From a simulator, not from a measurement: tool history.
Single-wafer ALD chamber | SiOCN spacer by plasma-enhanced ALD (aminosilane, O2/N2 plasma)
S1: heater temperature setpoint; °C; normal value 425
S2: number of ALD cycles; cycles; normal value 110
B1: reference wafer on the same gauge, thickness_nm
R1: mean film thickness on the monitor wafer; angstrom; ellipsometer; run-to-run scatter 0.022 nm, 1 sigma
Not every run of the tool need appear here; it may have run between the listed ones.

run 1 hour=0.0 | S1=425 S2=99 | B1=6.051 | R1=56.62
run 2 hour=16.6 | S1=425 S2=99 | B1=6.051 | R1=56.21
run 3 hour=41.4 | S1=425 S2=99 | B1=6.051 | R1=55.81
run 4 hour=73.1 | S1=432 S2=101 | B1=6.056 | R1=55.95
run 5 hour=90.2 | S1=432 S2=101 | B1=6.049 | R1=56.18
run 6 hour=110.4 | S1=425 S2=110 | B1=6.049 | R1=62.46
run 7 hour=125.3 | S1=425 S2=110 | B1=6.052 | R1=62.36
run 8 hour=148.1 | S1=425 S2=110 | B1=6.054 | R1=62.10
run 9 hour=174.0 | S1=436 S2=110 | B1=6.047 | R1=59.95
run 10 hour=207.3 | S1=436 S2=110 | B1=6.049 | R1=60.24
run 11 hour=220.1 | S1=413 S2=110 | B1=6.051 | R1=64.76
run 12 hour=238.2 | S1=413 S2=110 | B1=6.059 | R1=64.43
run 13 hour=252.6 | S1=425 S2=122 | B1=6.045 | R1=69.48
run 14 hour=269.5 | S1=425 S2=122 | B1=6.048 | R1=69.83
run 15 hour=300.7 | S1=425 S2=122 | B1=6.051 | R1=69.30
run 16 hour=312.8 | S1=414 S2=110 | B1=6.047 | R1=64.45
run 17 hour=329.8 | S1=414 S2=110 | B1=6.054 | R1=64.54
run 18 hour=361.5 | S1=431 S2=110 | B1=6.052 | R1=61.21
run 19 hour=381.9 | S1=425 S2=110 | B1=6.048 | R1=62.20
run 20 hour=404.3 | S1=425 S2=128 | B1=6.046 | R1=72.32
run 21 hour=427.1 | S1=425 S2=110 | B1=6.056 | R1=62.48
run 22 hour=449.4 | S1=437 S2=91 | B1=6.048 | R1=49.77
run 23 hour=473.6 | S1=425 S2=118 | B1=6.048 | R1=66.44
run 24 hour=497.3 | S1=412 S2=128 | B1=6.054 | R1=75.59
run 25 hour=527.5 | S1=415 S2=110 | B1=6.050 | R1=64.68
run 26 hour=541.4 | S1=439 S2=96 | B1=6.046 | R1=51.52
run 27 hour=554.7 | S1=433 S2=110 | B1=6.037 | R1=61.24
run 28 hour=574.2 | S1=421 S2=122 | B1=6.047 | R1=69.72
run 29 hour=630.0 | S1=425 S2=110 | B1=6.047 | R1=62.52
run 30 hour=723.2 | S1=415 S2=94 | B1=6.043 | R1=54.70
run 31 hour=750.5 | S1=411 S2=96 | B1=6.051 | R1=56.83
run 32 hour=785.9 | S1=425 S2=110 | B1=6.050 | R1=62.37
run 33 hour=821.1 | S1=418 S2=88 | B1=6.055 | R1=51.01
run 34 hour=840.2 | S1=439 S2=91 | B1=6.042 | R1=48.93
run 35 hour=860.9 | S1=420 S2=99 | B1=6.046 | R1=57.23
run 36 hour=873.2 | S1=425 S2=110 | B1=6.051 | R1=62.29
run 37 hour=903.9 | S1=419 S2=128 | B1=6.044 | R1=74.18
run 38 hour=918.2 | S1=437 S2=124 | B1=6.047 | R1=67.75

Withheld: 2 entries from between the runs. Position of each, and hidden state at the listed run before versus the listed run after:
In the gap between runs 18 and 19: thermocouple changed; heater temperature recalibrated (hour 381.4)
  no hidden state differs between the two runs
In the gap between runs 24 and 25: gauge calibrated (hour 501.7)
  no hidden state differs between the two runs

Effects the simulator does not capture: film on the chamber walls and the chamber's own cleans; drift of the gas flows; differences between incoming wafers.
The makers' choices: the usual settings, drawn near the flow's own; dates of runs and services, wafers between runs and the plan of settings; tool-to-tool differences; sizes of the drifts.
